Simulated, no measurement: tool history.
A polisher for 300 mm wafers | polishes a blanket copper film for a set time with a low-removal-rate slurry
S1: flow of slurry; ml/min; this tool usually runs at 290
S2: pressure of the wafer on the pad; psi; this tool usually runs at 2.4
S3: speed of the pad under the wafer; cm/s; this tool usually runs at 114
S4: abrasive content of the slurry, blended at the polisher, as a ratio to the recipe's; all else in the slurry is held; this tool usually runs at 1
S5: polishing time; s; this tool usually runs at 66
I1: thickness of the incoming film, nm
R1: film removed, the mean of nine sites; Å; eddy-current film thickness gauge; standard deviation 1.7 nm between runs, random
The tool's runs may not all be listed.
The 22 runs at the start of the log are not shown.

| run | hour | S1 | S2 | S3 | S4 | S5 | I1 | R1 |
|---|---|---|---|---|---|---|---|---|
| 23 | 332.6 | 290 | 2.4 | 114 | 1 | 66 | 1249.3 | 1610 |
| 24 | 345.7 | 290 | 2.4 | 114 | 1.1 | 66 | 1247.9 | 1662 |
| 25 | 361.2 | 260 | 2.4 | 114 | 0.7 | 66 | 1243.7 | 1455 |
|  | 376.3 | worn pad replaced by a new one |
| 26 | 378.9 | 290 | 3 | 114 | 1 | 66 | 1237.8 | 2050 |
| 27 | 387 | 290 | 2.4 | 114 | 1 | 66 | 1229.6 | 1619 |
| 28 | 394.1 | 370 | 2.4 | 114 | 0.8 | 66 | 1259.7 | 1559 |
| 29 | 410.4 | 210 | 2.4 | 114 | 1 | 76 | 1224 | 1786 |
| 30 | 426.9 | 250 | 2.4 | 132 | 1.2 | 45 | 1255.8 | 1279 |
| 31 | 440.7 | 365 | 3 | 114 | 1 | 66 | 1265.8 | 2044 |

What if the next run were any one of these 3? Each begins from the tool's condition after run 31:
| A | 441.1 | 290 | 2.4 | 114 | 1 | 66 | 1254.5 | ? |
| B | 441.1 | 290 | 2.4 | 114 | 1.3 | 66 | 1254.5 | ? |
| C | 441.1 | 290 | 2.4 | 114 | 0.8 | 88 | 1254.5 | ? |

| run | R1 |
|---|---|
| A | 1585 |
| B | 1696 |
| C | 1992 |
The same runs, with their run-to-run variation unchanged, on a tool lacking any hidden condition would have given:
| run | R1 |
|---|---|
| A | 1748 |
| B | 1877 |
| C | 2189 |

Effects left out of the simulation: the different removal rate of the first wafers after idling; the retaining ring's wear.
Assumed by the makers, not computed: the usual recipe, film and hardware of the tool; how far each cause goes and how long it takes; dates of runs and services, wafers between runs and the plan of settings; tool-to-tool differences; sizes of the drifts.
